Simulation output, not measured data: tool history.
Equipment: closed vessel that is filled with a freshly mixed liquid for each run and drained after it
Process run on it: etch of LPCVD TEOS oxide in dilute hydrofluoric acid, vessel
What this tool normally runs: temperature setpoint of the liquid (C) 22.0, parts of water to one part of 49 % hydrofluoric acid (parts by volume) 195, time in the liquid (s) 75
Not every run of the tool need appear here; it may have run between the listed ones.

| run | hour | temperature setpoint of the liquid (C) | parts of water to one part of 49 % hydrofluoric acid (parts by volume) | time in the liquid (s) | wafers since the last listed run | hours since the thermometer was replaced | hours since the hydrofluoric acid flow meter was replaced | hours since the gauge calibration | read-back film thickness of the LPCVD TEOS oxide reference wafer, read on the same gauge (nm) | thickness taken off the LPCVD TEOS oxide on a monitor wafer (Å) |
|---|---|---|---|---|---|---|---|---|---|---|
| 1 | 0.0 | 24.0 | 160 | 75 | 0 | 446.2 | 2029.2 | 240.1 | 60.01 | 79.3 |
| 2 | 14.0 | 24.0 | 160 | 75 | 2026 | 460.2 | 2043.2 | 254.1 | 59.98 | 78.6 |
| 3 | 27.1 | 24.0 | 160 | 75 | 1896 | 473.3 | 2056.3 | 267.2 | 59.97 | 79.4 |
| 4 | 43.2 | 22.0 | 195 | 75 | 2330 | 489.4 | 2072.4 | 283.3 | 59.97 | 57.6 |
| 5 | 68.1 | 22.0 | 195 | 75 | 3603 | 514.3 | 2097.3 | 308.2 | 59.98 | 57.7 |
| 6 | 88.8 | 22.0 | 195 | 75 | 2996 | 535.0 | 2118.0 | 328.9 | 60.02 | 58.0 |
| 7 | 109.6 | 24.0 | 195 | 75 | 3010 | 555.8 | 2138.8 | 349.7 | 60.00 | 62.4 |
| 8 | 129.7 | 24.0 | 195 | 75 | 2909 | 575.9 | 2158.9 | 369.8 | 60.00 | 62.5 |
| 9 | 161.4 | 24.0 | 195 | 75 | 4588 | 607.6 | 2190.6 | 401.5 | 59.95 | 62.4 |
|  | 195.3 | hydrofluoric acid flow meter replaced |
|  | 257.6 | thermometer replaced |
| 10 | 257.9 | 22.0 | 195 | 75 | 13677 | 0.3 | 62.6 | 498.0 | 59.98 | 57.9 |
| 11 | 271.5 | 22.0 | 275 | 75 | 1968 | 13.9 | 76.2 | 511.6 | 60.04 | 38.1 |
| 12 | 302.7 | 22.0 | 195 | 55 | 4515 | 45.1 | 107.4 | 542.8 | 60.04 | 42.7 |
|  | 351.2 | gauge calibrated |
| 13 | 387.9 | 22.0 | 195 | 85 | 12331 | 130.3 | 192.6 | 36.7 | 59.98 | 65.4 |
| 14 | 411.1 | 22.0 | 115 | 75 | 3357 | 153.5 | 215.8 | 59.9 | 60.06 | 107.8 |
| 15 | 427.8 | 22.0 | 195 | 115 | 2417 | 170.2 | 232.5 | 76.6 | 60.00 | 89.0 |
| 16 | 451.8 | 22.0 | 195 | 75 | 3473 | 194.2 | 256.5 | 100.6 | 60.01 | 57.7 |
| 17 | 465.1 | 22.0 | 275 | 100 | 1924 | 207.5 | 269.8 | 113.9 | 59.99 | 50.8 |
| 18 | 489.3 | 24.5 | 195 | 75 | 3502 | 231.7 | 294.0 | 138.1 | 59.97 | 63.7 |
| 19 | 509.9 | 22.0 | 195 | 75 | 2981 | 252.3 | 314.6 | 158.7 | 59.99 | 57.8 |
| 20 | 534.1 | 18.5 | 195 | 45 | 3502 | 276.5 | 338.8 | 182.9 | 60.02 | 30.3 |

Below are 5 alternative next runs, each starting from the tool's condition after run 20. Predict each:
| A | 534.8 | 22.0 | 240 | 75 | 101 | 277.2 | 339.5 | 183.6 | ? | ? |
| B | 534.8 | 22.0 | 195 | 110 | 101 | 277.2 | 339.5 | 183.6 | ? | ? |
| C | 534.8 | 23.5 | 280 | 110 | 101 | 277.2 | 339.5 | 183.6 | ? | ? |
| D | 534.8 | 25.0 | 195 | 100 | 101 | 277.2 | 339.5 | 183.6 | ? | ? |
| E | 534.8 | 18.5 | 260 | 75 | 101 | 277.2 | 339.5 | 183.6 | ? | ? |

| run | read-back film thickness of the LPCVD TEOS oxide reference wafer, read on the same gauge (nm) | thickness taken off the LPCVD TEOS oxide on a monitor wafer (Å) |
|---|---|---|
| A | 60.01 | 45.1 |
| B | 60.01 | 85.3 |
| C | 60.01 | 57.6 |
| D | 60.01 | 86.7 |
| E | 60.01 | 35.9 |
Stripped of hidden state, with their random variation kept, the same runs would have yielded:
| run | thickness taken off the LPCVD TEOS oxide on a monitor wafer (Å) |
|---|---|
| A | 45.1 |
| B | 85.3 |
| C | 57.6 |
| D | 86.7 |
| E | 35.9 |

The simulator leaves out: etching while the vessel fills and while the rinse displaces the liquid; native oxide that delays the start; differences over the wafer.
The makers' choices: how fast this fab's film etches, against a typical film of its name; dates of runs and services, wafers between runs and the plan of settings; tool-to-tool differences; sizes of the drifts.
